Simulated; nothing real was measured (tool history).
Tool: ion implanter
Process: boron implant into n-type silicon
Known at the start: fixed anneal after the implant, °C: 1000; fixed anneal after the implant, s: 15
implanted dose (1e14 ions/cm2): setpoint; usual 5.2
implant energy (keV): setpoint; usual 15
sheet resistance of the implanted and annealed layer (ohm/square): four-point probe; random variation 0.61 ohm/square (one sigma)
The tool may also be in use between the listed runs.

run    hour  implanted dose (1e14 ions/cm2)  implant energy (keV)  read-back reference wafer on the same gauge, sheet resistance  sheet resistance of the implanted and annealed layer (ohm/square)
  1       0                            3.97                    15                                                         211.15                                                             294.98
  2    65.3                            3.97                    15                                                          211.2                                                             296.76
  3     128                            4.74                  11.5                                                         211.28                                                             261.28
  4   223.4                             5.2                    15                                                         211.37                                                             237.72
      263.5  -- gauge calibrated
  5   298.1                             5.2                  17.5                                                         205.24                                                             229.11
  6     361                            3.96                  18.5                                                         205.36                                                             282.34
  7   470.6                            3.96                  18.5                                                         205.59                                                             283.67
  8     539                            3.96                  18.5                                                         205.67                                                             282.81
  9   609.2                             5.2                  12.5                                                          205.8                                                             234.24
 10   652.2                             5.2                    15                                                         205.73                                                             232.53
 11   721.8                             5.2                    15                                                         206.05                                                             231.64
 12   774.3                             5.2                    15                                                         206.06                                                             231.83
 13   880.4                             5.2                    15                                                         206.13                                                             231.19
 14   973.9                             5.2                    15                                                         206.37                                                             231.63
 15  1067.8                             5.2                  18.5                                                         206.46                                                             227.84
 16  1110.8                            5.99                  11.5                                                         206.42                                                             210.47
 17  1184.3                            4.61                    10                                                         206.61                                                             264.88
 18  1236.5                             4.8                  19.5                                                          206.7                                                             243.14
 19  1315.9                            6.42                  10.5                                                         206.77                                                             200.44
     1371.7  -- extraction supply calibrated
 20  1375.3                            6.66                  18.5                                                         206.94                                                             186.06
 21  1476.4                            6.37                    11                                                            207                                                             201.94
 22  1524.6                            3.97                    15                                                         207.11                                                              290.1
 23  1573.9                            6.58                    15                                                         207.13                                                              190.7
 24    1612                            4.79                  10.5                                                         207.28                                                             256.34
 25  1678.4                            6.28                    13                                                         207.44                                                             201.43
 26  1750.2                             5.2                    15                                                         207.52                                                             234.36
 27  1822.2                            3.88                    20                                                         207.54                                                             287.41
     1863.9  -- Faraday cup replaced and dose calibrated
 28    1925                            4.78                  10.5                                                         207.66                                                             256.91
 29  2001.1                            3.88                    20                                                         207.79                                                             290.13
 30    2103                            5.78                  18.5                                                         207.94                                                             211.08
 31  2163.3                             5.2                    15                                                         208.05                                                             232.98
 32  2214.7                            3.88                    15                                                         208.17                                                              297.7
 33  2306.5                             4.4                    10                                                         208.21                                                             277.17
 34  2413.6                             5.2                    15                                                         208.39                                                             235.95
 35  2569.5                             5.2                    15                                                         208.59                                                              234.6
 36  2644.7                             5.2                    15                                                         208.77                                                             234.32

Forecast each of these 5 alternatives for the next run:
  A  2645.1                             5.2                    12                                                              ?                                                                  ?
  B  2645.1                            3.74                  11.5                                                              ?                                                                  ?
  C  2645.1                            4.45                    12                                                              ?                                                                  ?
  D  2645.1                            4.34                    18                                                              ?                                                                  ?
  E  2645.1                            4.46                  12.5                                                              ?                                                                  ?

run  read-back reference wafer on the same gauge, sheet resistance  sheet resistance of the implanted and annealed layer (ohm/square)
  A                                                         208.75                                                             239.02
  B                                                         208.75                                                             315.38
  C                                                         208.75                                                              271.9
  D                                                         208.75                                                             268.67
  E                                                         208.75                                                             270.53
Without the tool's hidden state the same runs would have given:
run  sheet resistance of the implanted and annealed layer (ohm/square)
  A                                                             235.84
  B                                                             311.18
  C                                                             268.27
  D                                                             265.09
  E                                                             266.92

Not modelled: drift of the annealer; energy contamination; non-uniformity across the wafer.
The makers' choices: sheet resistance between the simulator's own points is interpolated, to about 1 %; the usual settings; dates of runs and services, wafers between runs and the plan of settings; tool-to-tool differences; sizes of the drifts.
